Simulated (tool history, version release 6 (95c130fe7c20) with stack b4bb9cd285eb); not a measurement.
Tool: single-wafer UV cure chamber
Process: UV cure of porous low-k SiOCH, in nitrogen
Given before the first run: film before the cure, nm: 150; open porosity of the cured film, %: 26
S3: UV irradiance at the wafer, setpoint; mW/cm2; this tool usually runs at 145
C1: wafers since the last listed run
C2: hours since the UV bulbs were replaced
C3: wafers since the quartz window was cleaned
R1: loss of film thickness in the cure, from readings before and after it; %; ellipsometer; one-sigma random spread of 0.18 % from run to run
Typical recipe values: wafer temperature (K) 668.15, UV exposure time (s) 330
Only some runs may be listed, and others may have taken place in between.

run 1 hour=0.0 | wafer_temperature_(K)=668.15 UV_exposure_time_(s)=330 S3=145 | C1=0 C2=1281.6 C3=710 | R1=15.716
run 2 hour=67.7 | wafer_temperature_(K)=668.15 UV_exposure_time_(s)=330 S3=145 | C1=477 C2=1349.3 C3=1187 | R1=14.794
run 3 hour=114.5 | wafer_temperature_(K)=668.15 UV_exposure_time_(s)=330 S3=145 | C1=330 C2=1396.1 C3=1517 | R1=14.841
run 4 hour=163.3 | wafer_temperature_(K)=668.15 UV_exposure_time_(s)=435 S3=145 | C1=344 C2=1444.9 C3=1862 | R1=15.399
run 5 hour=193.2 | wafer_temperature_(K)=668.15 UV_exposure_time_(s)=435 S3=145 | C1=210 C2=1474.8 C3=2073 | R1=15.688
-- hour=248.2 quartz window cleaned
run 6 hour=251.6 | wafer_temperature_(K)=668.15 UV_exposure_time_(s)=435 S3=145 | C1=355 C2=1533.2 C3=24 | R1=16.872
run 7 hour=304.4 | wafer_temperature_(K)=668.15 UV_exposure_time_(s)=330 S3=145 | C1=372 C2=1586.0 C3=396 | R1=14.720
run 8 hour=501.4 | wafer_temperature_(K)=668.15 UV_exposure_time_(s)=330 S3=145 | C1=1389 C2=1783.0 C3=1786 | R1=13.833
run 9 hour=535.5 | wafer_temperature_(K)=668.15 UV_exposure_time_(s)=330 S3=145 | C1=240 C2=1817.1 C3=2027 | R1=13.582
-- hour=545.9 quartz window cleaned
-- hour=583.8 UV bulbs replaced
run 10 hour=604.4 | wafer_temperature_(K)=668.15 UV_exposure_time_(s)=330 S3=145 | C1=373 C2=20.6 C3=356 | R1=16.561

Run 11 has not been measured yet. What should we expect?
run 11 hour=635.6 | wafer_temperature_(K)=668.15 UV_exposure_time_(s)=330 S3=145 | C1=220 C2=51.8 C3=576 | R1=?

Run 11 measured R1 16.339 %.
Had the tool carried no hidden state, the very same run would have given R1 16.686 %.
